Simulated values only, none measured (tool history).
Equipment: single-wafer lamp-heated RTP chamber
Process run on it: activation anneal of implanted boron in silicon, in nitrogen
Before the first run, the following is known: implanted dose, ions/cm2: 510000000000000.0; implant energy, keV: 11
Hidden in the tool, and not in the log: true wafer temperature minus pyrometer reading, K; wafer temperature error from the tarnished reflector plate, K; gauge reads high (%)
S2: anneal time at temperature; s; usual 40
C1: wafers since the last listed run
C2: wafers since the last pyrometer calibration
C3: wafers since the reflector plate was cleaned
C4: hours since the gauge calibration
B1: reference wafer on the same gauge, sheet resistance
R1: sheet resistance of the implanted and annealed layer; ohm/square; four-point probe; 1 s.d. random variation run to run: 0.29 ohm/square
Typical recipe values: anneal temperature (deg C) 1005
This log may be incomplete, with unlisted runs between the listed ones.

Run 1, hour 0.0: usual settings but S2 29 s; C1 0; C2 1110; C3 12800; C4 53.4; B1 197.09. Result: R1 193.83 ohm/square.
Run 2, hour 9.0: usual settings but S2 29 s; C1 78; C2 1188; C3 12878; C4 62.4; B1 197.03. Result: R1 194.31 ohm/square.
Run 3, hour 22.9: usual settings but S2 24 s; C1 121; C2 1309; C3 12999; C4 76.3; B1 196.97. Result: R1 193.75 ohm/square.
Run 4, hour 31.5: usual settings; C1 74; C2 1384; C3 13074; C4 84.9; B1 197.00. Result: R1 193.00 ohm/square.
Run 5, hour 38.4: usual settings; C1 60; C2 1444; C3 13134; C4 91.8; B1 196.98. Result: R1 193.02 ohm/square.
Run 6, hour 49.7: usual settings; C1 98; C2 1543; C3 13233; C4 103.1; B1 197.05. Result: R1 192.87 ohm/square.
Run 7, hour 61.8: usual settings; C1 105; C2 1648; C3 13338; C4 115.2; B1 197.00. Result: R1 192.78 ohm/square.
Run 8, hour 74.7: usual settings; C1 112; C2 1761; C3 13451; C4 128.1; B1 197.02. Result: R1 193.11 ohm/square.
Run 9, hour 87.7: usual settings; C1 113; C2 1874; C3 13564; C4 141.1; B1 197.01. Result: R1 193.27 ohm/square.
At hour 96.7: reflector plate cleaned.
At hour 99.8: pyrometer window cleaned and pyrometer calibrated.
Run 10, hour 100.3: usual settings but S2 51 s; C1 13; C2 3; C3 3; C4 153.7; B1 196.93. Result: R1 191.62 ohm/square.
Run 11, hour 105.5: usual settings; C1 45; C2 49; C3 49; C4 158.9; B1 197.02. Result: R1 192.35 ohm/square.
Run 12, hour 117.1: usual settings but anneal temperature (deg C) 1029, S2 54 s; C1 101; C2 150; C3 150; C4 170.5; B1 196.94. Result: R1 189.20 ohm/square.
Run 13, hour 132.1: usual settings but S2 50 s; C1 130; C2 281; C3 281; C4 185.5; B1 197.11. Result: R1 191.77 ohm/square.
Run 14, hour 144.8: usual settings but anneal temperature (deg C) 977, S2 53 s; C1 110; C2 391; C3 391; C4 198.2; B1 196.92. Result: R1 195.56 ohm/square.
At hour 147.2: gauge calibrated.
At hour 161.2: pyrometer window cleaned and pyrometer calibrated, repeated, since the last time left the tool worse.
Run 15, hour 198.7: usual settings but anneal temperature (deg C) 995, S2 32 s; C1 399; C2 326; C3 791; C4 51.5; B1 197.06. Result: R1 195.62 ohm/square.
Run 16, hour 215.5: usual settings but anneal temperature (deg C) 1019, S2 52 s; C1 146; C2 472; C3 938; C4 68.3; B1 197.07. Result: R1 191.26 ohm/square.
Run 17, hour 229.6: usual settings but anneal temperature (deg C) 995, S2 55 s; C1 122; C2 595; C3 1060; C4 82.4; B1 196.99. Result: R1 194.04 ohm/square.
Run 18, hour 242.6: usual settings but anneal temperature (deg C) 994, S2 50 s; C1 113; C2 708; C3 1174; C4 95.4; B1 197.00. Result: R1 194.42 ohm/square.
Run 19, hour 252.6: usual settings but S2 57 s; C1 87; C2 796; C3 1261; C4 105.4; B1 196.98. Result: R1 192.59 ohm/square.
Run 20, hour 266.5: usual settings; C1 121; C2 917; C3 1382; C4 119.3; B1 196.97. Result: R1 193.22 ohm/square.

Consider 4 possible next runs. They are alternatives, not a sequence: every one starts from the tool as it was left by run 20. What does each give?
Run A, hour 266.9: usual settings but anneal temperature (deg C) 983; C1 3; C2 920; C3 1385; C4 119.7; B1 ?. Result: R1 ?.
Run B, hour 266.9: usual settings but anneal temperature (deg C) 997; C1 3; C2 920; C3 1385; C4 119.7; B1 ?. Result: R1 ?.
Run C, hour 266.9: usual settings but anneal temperature (deg C) 1026, S2 25 s; C1 3; C2 920; C3 1385; C4 119.7; B1 ?. Result: R1 ?.
Run D, hour 266.9: usual settings but anneal temperature (deg C) 975, S2 62 s; C1 3; C2 920; C3 1385; C4 119.7; B1 ?. Result: R1 ?.

run      B1      R1
  A  197.03  197.17
  B  197.03  193.96
  C  197.03  192.47
  D  197.03  198.48
Stripped of hidden state, with their random variation kept, the same runs would have yielded:
run      R1
  A  198.44
  B  194.63
  C  192.65
  D  200.16
